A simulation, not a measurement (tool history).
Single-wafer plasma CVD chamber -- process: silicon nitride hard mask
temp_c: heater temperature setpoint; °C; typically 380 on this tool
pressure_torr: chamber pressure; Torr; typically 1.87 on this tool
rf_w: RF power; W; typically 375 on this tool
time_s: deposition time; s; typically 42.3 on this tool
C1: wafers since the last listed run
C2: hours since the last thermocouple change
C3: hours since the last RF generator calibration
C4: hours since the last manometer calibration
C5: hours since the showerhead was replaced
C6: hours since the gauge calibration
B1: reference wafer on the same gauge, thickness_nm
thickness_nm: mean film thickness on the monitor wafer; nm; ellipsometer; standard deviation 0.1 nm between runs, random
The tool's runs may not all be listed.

Run 1, day 0.000: usual settings but temp_c 386 °C, rf_w 420 W; C1 0; C2 2829.6; C3 1225.9; C4 2123.8; C5 5532.0; C6 87.6; B1 46.891. Result: thickness_nm 56.745 nm.
Run 2, day 0.408: usual settings but temp_c 386 °C, rf_w 420 W; C1 196; C2 2839.4; C3 1235.7; C4 2133.6; C5 5541.8; C6 97.4; B1 46.888. Result: thickness_nm 56.817 nm.
Run 3, day 0.904: usual settings but temp_c 376 °C; C1 238; C2 2851.3; C3 1247.6; C4 2145.5; C5 5553.7; C6 109.3; B1 46.955. Result: thickness_nm 52.040 nm.
Run 4, day 1.421: usual settings but temp_c 376 °C; C1 248; C2 2863.7; C3 1260.0; C4 2157.9; C5 5566.1; C6 121.7; B1 46.868. Result: thickness_nm 52.209 nm.
Run 5, day 1.875: usual settings but temp_c 376 °C; C1 218; C2 2874.6; C3 1270.9; C4 2168.8; C5 5577.0; C6 132.6; B1 46.931. Result: thickness_nm 52.060 nm.
Run 6, day 2.329: usual settings but time_s 39.4 s; C1 218; C2 2885.5; C3 1281.8; C4 2179.7; C5 5587.9; C6 143.5; B1 46.880. Result: thickness_nm 48.292 nm.
Run 7, day 2.696: usual settings but time_s 39.4 s; C1 176; C2 2894.3; C3 1290.6; C4 2188.5; C5 5596.7; C6 152.3; B1 46.883. Result: thickness_nm 48.336 nm.
At day 3.200: showerhead replaced.
Run 8, day 3.221: usual settings but rf_w 435 W; C1 92; C2 2906.9; C3 1303.2; C4 2201.1; C5 0.5; C6 164.9; B1 46.882. Result: thickness_nm 58.283 nm.
At day 3.767: capacitance manometer re-zeroed and calibrated.
Run 9, day 3.971: usual settings but temp_c 389 °C, pressure_torr 2.07 Torr, rf_w 345 W, time_s 45.3 s; C1 200; C2 2924.9; C3 1321.2; C4 4.9; C5 18.5; C6 182.9; B1 46.868. Result: thickness_nm 52.286 nm.
At day 4.508: RF generator calibrated.
Run 10, day 4.704: usual settings but pressure_torr 1.47 Torr, rf_w 420 W, time_s 45.8 s; C1 192; C2 2942.5; C3 4.7; C4 22.5; C5 36.1; C6 200.5; B1 46.915. Result: thickness_nm 62.986 nm.
At day 5.008: gauge calibrated.
Run 11, day 5.042: usual settings but pressure_torr 1.47 Torr, rf_w 420 W, time_s 45.8 s; C1 162; C2 2950.6; C3 12.8; C4 30.6; C5 44.2; C6 0.8; B1 46.918. Result: thickness_nm 63.257 nm.
At day 5.675: thermocouple changed; heater temperature recalibrated.
Run 12, day 5.775: usual settings but temp_c 368 °C, rf_w 340 W, time_s 47.0 s; C1 192; C2 2.4; C3 30.4; C4 48.2; C5 61.8; C6 18.4; B1 46.893. Result: thickness_nm 57.403 nm.
Run 13, day 6.071: usual settings but pressure_torr 2.28 Torr; C1 142; C2 9.5; C3 37.5; C4 55.3; C5 68.9; C6 25.5; B1 46.933. Result: thickness_nm 57.621 nm.
Run 14, day 6.546: usual settings; C1 228; C2 20.9; C3 48.9; C4 66.7; C5 80.3; C6 36.9; B1 46.913. Result: thickness_nm 55.709 nm.
Run 15, day 7.133: usual settings but time_s 46.8 s; C1 283; C2 35.0; C3 63.0; C4 80.8; C5 94.4; C6 51.0; B1 46.901. Result: thickness_nm 61.478 nm.

What if the next run were any one of these 4? Each begins from the tool's condition after run 15:
Run A, day 7.150: usual settings but temp_c 389 °C; C1 8; C2 35.4; C3 63.4; C4 81.2; C5 94.8; C6 51.4; B1 ?. Result: thickness_nm ?.
Run B, day 7.150: usual settings but pressure_torr 1.42 Torr; C1 8; C2 35.4; C3 63.4; C4 81.2; C5 94.8; C6 51.4; B1 ?. Result: thickness_nm ?.
Run C, day 7.150: usual settings but temp_c 387 °C, pressure_torr 1.62 Torr, time_s 35.2 s; C1 8; C2 35.4; C3 63.4; C4 81.2; C5 94.8; C6 51.4; B1 ?. Result: thickness_nm ?.
Run D, day 7.150: usual settings but pressure_torr 1.58 Torr; C1 8; C2 35.4; C3 63.4; C4 81.2; C5 94.8; C6 51.4; B1 ?. Result: thickness_nm ?.

run      B1  thickness_nm
  A  46.900        55.321
  B  46.900        53.031
  C  46.900        44.975
  D  46.900        53.979
Stripped of hidden state, with their random variation kept, the same runs would have yielded:
run  thickness_nm
  A        55.938
  B        53.622
  C        45.476
  D        54.581
